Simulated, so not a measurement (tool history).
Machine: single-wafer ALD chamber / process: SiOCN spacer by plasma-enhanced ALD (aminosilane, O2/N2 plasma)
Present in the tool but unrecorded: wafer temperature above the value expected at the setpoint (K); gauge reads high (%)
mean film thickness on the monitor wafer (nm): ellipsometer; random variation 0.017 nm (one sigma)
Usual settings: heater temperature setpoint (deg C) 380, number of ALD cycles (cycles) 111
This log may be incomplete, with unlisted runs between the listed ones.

run,day,heater temperature setpoint (deg C),number of ALD cycles (cycles),wafers since the last listed run,hours since the last thermocouple change,hours since the gauge calibration,"read-back reference wafer on the same gauge, thickness_nm",mean film thickness on the monitor wafer (nm)
1,0.000,380,119,0,353.3,596.5,6.920,7.339
2,0.638,380,105,52,368.6,611.8,6.924,6.472
3,1.671,380,105,85,393.4,636.6,6.922,6.477
4,2.529,380,105,71,414.0,657.2,6.918,6.469
# day 2.696: gauge calibrated
5,3.329,380,111,66,433.2,15.2,6.919,6.848
6,4.171,380,111,69,453.4,35.4,6.920,6.824
7,4.883,380,111,59,470.5,52.5,6.921,6.824
8,5.892,380,111,83,494.7,76.7,6.917,6.860
9,9.308,380,111,283,576.7,158.7,6.917,6.852
10,10.679,380,111,113,609.6,191.6,6.922,6.857
11,11.200,380,111,43,622.1,204.1,6.916,6.860
12,11.883,380,111,56,638.5,220.5,6.914,6.848
13,12.804,369,119,76,660.6,242.6,6.923,7.289
14,13.658,369,119,70,681.1,263.1,6.917,7.332
15,14.804,380,111,95,708.6,290.6,6.916,6.857
16,16.171,380,111,113,741.4,323.4,6.918,6.845
17,17.092,380,111,76,763.5,345.5,6.920,6.822
18,18.558,380,97,121,798.7,380.7,6.922,5.954
19,22.992,380,111,368,905.1,487.1,6.919,6.834
20,23.800,380,111,67,924.5,506.5,6.919,6.837
21,24.625,375,96,68,944.3,526.3,6.922,5.919
# day 25.500: thermocouple changed; heater temperature recalibrated
22,25.933,380,99,81,10.4,557.7,6.922,6.109
23,27.304,380,111,113,43.3,590.6,6.917,6.836
24,28.338,380,111,85,68.1,615.4,6.917,6.843
# day 28.442: gauge calibrated
25,29.462,380,93,93,95.1,24.5,6.920,5.716
26,30.396,373,105,77,117.5,46.9,6.923,6.476
27,30.996,371,123,49,131.9,61.3,6.914,7.585
28,32.188,380,111,99,160.5,89.9,6.923,6.799
29,32.850,369,102,55,176.4,105.8,6.922,6.280
30,33.954,391,127,91,202.9,132.3,6.919,7.834
31,35.412,395,105,121,237.9,167.3,6.920,6.495
32,36.629,373,123,101,267.1,196.5,6.916,7.570
33,38.046,392,119,117,301.1,230.5,6.923,7.322
34,39.092,386,111,86,326.2,255.6,6.918,6.884
35,39.896,380,111,66,345.5,274.9,6.921,6.855
36,40.600,380,111,58,362.4,291.8,6.914,6.825
37,41.733,365,97,94,389.6,319.0,6.923,5.972
38,42.950,390,93,101,418.8,348.2,6.917,5.724
39,44.246,387,128,107,449.9,379.3,6.915,7.909
40,45.479,375,132,102,479.5,408.9,6.918,8.110
41,46.438,386,118,79,502.5,431.9,6.917,7.246

Hidden state at the last listed run before each entry between runs and at the first one after, where it differs:
Logged between run 4 and run 5: gauge calibrated (day 2.696)
  nothing in the hidden state changes from one run to the other
Logged between run 21 and run 22: thermocouple changed; heater temperature recalibrated (day 25.500)
  nothing in the hidden state changes from one run to the other
Logged between run 24 and run 25: gauge calibrated (day 28.442)
  nothing in the hidden state changes from one run to the other
